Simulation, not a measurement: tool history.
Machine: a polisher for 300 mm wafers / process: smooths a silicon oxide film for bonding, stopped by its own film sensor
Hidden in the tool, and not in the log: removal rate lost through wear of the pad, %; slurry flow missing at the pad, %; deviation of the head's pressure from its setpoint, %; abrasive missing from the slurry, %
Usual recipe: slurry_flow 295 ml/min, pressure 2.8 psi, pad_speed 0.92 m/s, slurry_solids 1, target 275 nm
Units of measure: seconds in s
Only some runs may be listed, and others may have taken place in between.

run,hour,slurry_flow,pressure,pad_speed,slurry_solids,target,wafers since the last listed run,wafers polished on this pad,hours since the slurry nozzle was cleaned,hours since the head pressure was calibrated,hours since the slurry blender was calibrated,"incoming thickness of the incoming film, nm",seconds
1,0,295,2.8,0.92,1,275,0,744,239.3,349.5,373.9,325.4,58.6
# hour 9.3: head pressure recalibrated
2,17.2,295,2.8,0.92,1,275,84,828,256.5,7.9,391.1,316.7,48.7
3,38,295,2.8,0.92,1,270,115,944,277.3,28.7,411.9,323.7,64.3
# hour 42.6: slurry blender recalibrated
# hour 73.3: worn pad replaced by a new one
4,73.8,295,2.8,0.8,1,275,165,2,313.1,64.5,31.2,317.1,48
5,88.5,295,2.1,0.92,0.8,275,81,84,327.8,79.2,45.9,321.7,63.4
6,102.5,295,2.1,0.92,0.8,275,77,161,341.8,93.2,59.9,326.7,70.7
7,121.6,365,2.8,0.62,1,291,106,268,360.9,112.3,79,316.5,35.9
8,142,295,2.8,0.92,1,281,113,381,381.3,132.7,99.4,318.3,39.2
9,155.9,295,2.8,0.8,0.8,275,77,458,395.2,146.6,113.3,325.5,66.7
10,188.7,295,2.8,0.92,1,275,182,640,428,179.4,146.1,324.5,52.9
11,212,295,2.8,0.92,1,269,129,770,451.3,202.7,169.4,321.3,56.7
12,230.9,215,2,0.92,0.8,275,104,875,470.2,221.6,188.3,317.1,64.1
13,263.2,295,2.8,0.64,1.1,275,179,1054,502.5,253.9,220.6,323.7,70.1
# hour 276.5: worn pad replaced by a new one
14,278.7,295,3.4,0.92,1,261,63,12,518,269.4,236.1,316.8,52.5
15,299.2,295,2.8,0.92,1,275,113,125,538.5,289.9,256.6,322.9,51.7
16,331,295,2.8,0.92,1,275,176,302,570.3,321.7,288.4,318.7,47.2
17,353.4,195,2.8,0.7,0.9,259,124,426,592.7,344.1,310.8,318.1,87.3

Estimate the outcome of run 18 from the log above:
# hour 364.8: slurry nozzle cleaned
18,387.1,255,2.8,0.92,0.75,275,181,608,22.3,377.8,344.5,319.4,?

Logged for run 18: seconds 58.8 s.
The same run, on a tool lacking any hidden state, would have yielded seconds 51.2 s.

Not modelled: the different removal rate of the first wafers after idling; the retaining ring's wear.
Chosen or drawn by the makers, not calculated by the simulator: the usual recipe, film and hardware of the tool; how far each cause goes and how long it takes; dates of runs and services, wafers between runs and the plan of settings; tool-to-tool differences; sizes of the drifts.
